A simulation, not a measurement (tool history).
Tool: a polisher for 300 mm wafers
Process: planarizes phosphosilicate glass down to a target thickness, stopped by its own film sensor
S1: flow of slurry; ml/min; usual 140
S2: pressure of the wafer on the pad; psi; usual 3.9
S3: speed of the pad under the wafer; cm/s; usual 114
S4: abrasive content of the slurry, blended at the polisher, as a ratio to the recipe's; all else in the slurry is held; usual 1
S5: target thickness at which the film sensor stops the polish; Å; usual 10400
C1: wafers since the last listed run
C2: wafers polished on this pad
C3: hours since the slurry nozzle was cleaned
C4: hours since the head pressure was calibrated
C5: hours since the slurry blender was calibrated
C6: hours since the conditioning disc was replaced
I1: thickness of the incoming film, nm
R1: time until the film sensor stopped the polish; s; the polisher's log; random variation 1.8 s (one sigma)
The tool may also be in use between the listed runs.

run 1 hour=0 | S1=140 S2=3.9 S3=114 S4=1.05 S5=10400 | C1=0 C2=228 C3=410.8 C4=416.5 C5=83.6 C6=119.5 | I1=1909.1 | R1=104.6
run 2 hour=33.2 | S1=140 S2=3.9 S3=136 S4=1 S5=10400 | C1=294 C2=523 C3=444 C4=449.7 C5=116.8 C6=152.7 | I1=1936.7 | R1=94.8
-- hour=58.2 slurry nozzle cleaned
run 3 hour=62.3 | S1=140 S2=3.9 S3=114 S4=1 S5=10400 | C1=249 C2=772 C3=4.1 C4=478.8 C5=145.9 C6=181.8 | I1=1931.4 | R1=94.7
run 4 hour=112.4 | S1=140 S2=3.9 S3=114 S4=1 S5=10400 | C1=444 C2=1216 C3=54.2 C4=528.9 C5=196 C6=231.9 | I1=1921.5 | R1=100.1
-- hour=161.4 slurry blender recalibrated
-- hour=162.6 conditioning disc replaced and pad reconditioned
run 5 hour=168.6 | S1=140 S2=3.9 S3=114 S4=1 S5=10400 | C1=469 C2=1686 C3=110.4 C4=585.1 C5=7.2 C6=6 | I1=1984.1 | R1=103.8
run 6 hour=219.1 | S1=140 S2=3.9 S3=114 S4=1 S5=10400 | C1=447 C2=2134 C3=160.9 C4=635.6 C5=57.7 C6=56.5 | I1=1924.4 | R1=100.3
-- hour=241.8 worn pad replaced by a new one
run 7 hour=247.9 | S1=140 S2=3.9 S3=114 S4=1.2 S5=10400 | C1=219 C2=54 C3=189.7 C4=664.4 C5=86.5 C6=85.3 | I1=1974.8 | R1=95.2
run 8 hour=280.5 | S1=140 S2=3.9 S3=114 S4=1.2 S5=10400 | C1=289 C2=343 C3=222.3 C4=697 C5=119.1 C6=117.9 | I1=1969.2 | R1=98.1
run 9 hour=321.6 | S1=140 S2=3.9 S3=114 S4=1.2 S5=10400 | C1=364 C2=708 C3=263.4 C4=738.1 C5=160.2 C6=159 | I1=1928.9 | R1=97.8
run 10 hour=363.1 | S1=125 S2=4.7 S3=114 S4=1.2 S5=13330 | C1=368 C2=1076 C3=304.9 C4=779.6 C5=201.7 C6=200.5 | I1=1940 | R1=61.2
run 11 hour=412.1 | S1=140 S2=3.1 S3=114 S4=0.85 S5=10400 | C1=434 C2=1510 C3=353.9 C4=828.6 C5=250.7 C6=249.5 | I1=1948.9 | R1=183.6
-- hour=434 conditioning disc replaced and pad reconditioned
-- hour=456.2 slurry blender recalibrated
run 12 hour=457.6 | S1=140 S2=3.9 S3=114 S4=1 S5=10400 | C1=368 C2=1878 C3=399.4 C4=874.1 C5=1.4 C6=23.6 | I1=1966.9 | R1=106.2
-- hour=463 head pressure recalibrated
-- hour=503.4 worn pad replaced by a new one
run 13 hour=517.7 | S1=140 S2=3.5 S3=130 S4=1 S5=10400 | C1=479 C2=127 C3=459.5 C4=54.7 C5=61.5 C6=83.7 | I1=1962.7 | R1=113.1
run 14 hour=542.4 | S1=140 S2=4.4 S3=114 S4=1.1 S5=8130 | C1=219 C2=346 C3=484.2 C4=79.4 C5=86.2 C6=108.4 | I1=1942.1 | R1=112.3
-- hour=561 slurry nozzle cleaned
run 15 hour=570.2 | S1=140 S2=3.1 S3=76 S4=1 S5=9260 | C1=237 C2=583 C3=9.2 C4=107.2 C5=114 C6=136.2 | I1=1972.1 | R1=187.3
run 16 hour=598.3 | S1=140 S2=3.9 S3=134 S4=1 S5=10400 | C1=249 C2=833 C3=37.3 C4=135.3 C5=142.1 C6=164.3 | I1=1950.1 | R1=86.4
run 17 hour=660.3 | S1=140 S2=3.9 S3=114 S4=1 S5=10400 | C1=549 C2=1382 C3=99.3 C4=197.3 C5=204.1 C6=226.3 | I1=1927.1 | R1=104.3
run 18 hour=685.5 | S1=125 S2=3.9 S3=114 S4=1.1 S5=7370 | C1=223 C2=1606 C3=124.5 C4=222.5 C5=229.3 C6=251.5 | I1=1916.5 | R1=139.6
-- hour=707.5 conditioning disc replaced and pad reconditioned
run 19 hour=750.6 | S1=105 S2=3.1 S3=88 S4=0.75 S5=10400 | C1=559 C2=2166 C3=189.6 C4=287.6 C5=294.4 C6=43.1 | I1=1928.7 | R1=278.8
-- hour=768.1 slurry blender recalibrated
-- hour=776.5 worn pad replaced by a new one
run 20 hour=793.7 | S1=140 S2=3.9 S3=114 S4=0.9 S5=8790 | C1=329 C2=152 C3=232.7 C4=330.7 C5=25.6 C6=86.2 | I1=1934.6 | R1=131.2
run 21 hour=848 | S1=140 S2=3.9 S3=114 S4=1.25 S5=10400 | C1=481 C2=634 C3=287 C4=385 C5=79.9 C6=140.5 | I1=1953.5 | R1=98.9
run 22 hour=875.3 | S1=165 S2=2.7 S3=114 S4=1 S5=12450 | C1=242 C2=876 C3=314.3 C4=412.3 C5=107.2 C6=167.8 | I1=1940.1 | R1=116.7
run 23 hour=945.3 | S1=140 S2=3.9 S3=114 S4=1 S5=10400 | C1=620 C2=1497 C3=384.3 C4=482.3 C5=177.2 C6=237.8 | I1=1931.1 | R1=116.1
run 24 hour=1001.4 | S1=140 S2=3.9 S3=114 S4=1.1 S5=8710 | C1=497 C2=1994 C3=440.4 C4=538.4 C5=233.3 C6=293.9 | I1=1956.1 | R1=148.3
-- hour=1006.4 conditioning disc replaced and pad reconditioned
run 25 hour=1026.6 | S1=140 S2=4.9 S3=128 S4=1 S5=10400 | C1=205 C2=2200 C3=465.6 C4=563.6 C5=258.5 C6=20.2 | I1=1920.2 | R1=95.4

Forecast each of these 4 alternatives for the next run:
run A hour=1027 | S1=140 S2=4.5 S3=114 S4=1 S5=10400 | C1=3 C2=2204 C3=466 C4=564 C5=258.9 C6=20.6 | I1=1932 | R1=?
run B hour=1027 | S1=90 S2=4.4 S3=114 S4=1 S5=9490 | C1=3 C2=2204 C3=466 C4=564 C5=258.9 C6=20.6 | I1=1932 | R1=?
run C hour=1027 | S1=140 S2=3.3 S3=114 S4=1 S5=12100 | C1=3 C2=2204 C3=466 C4=564 C5=258.9 C6=20.6 | I1=1932 | R1=?
run D hour=1027 | S1=115 S2=3.9 S3=114 S4=1 S5=10400 | C1=3 C2=2204 C3=466 C4=564 C5=258.9 C6=20.6 | I1=1932 | R1=?

run=A R1=113.8
run=B R1=157.5
run=C R1=125.6
run=D R1=142.3
Without the tool's hidden state the same runs would have given:
run=A R1=77
run=B R1=97.5
run=C R1=85
run=D R1=92.9
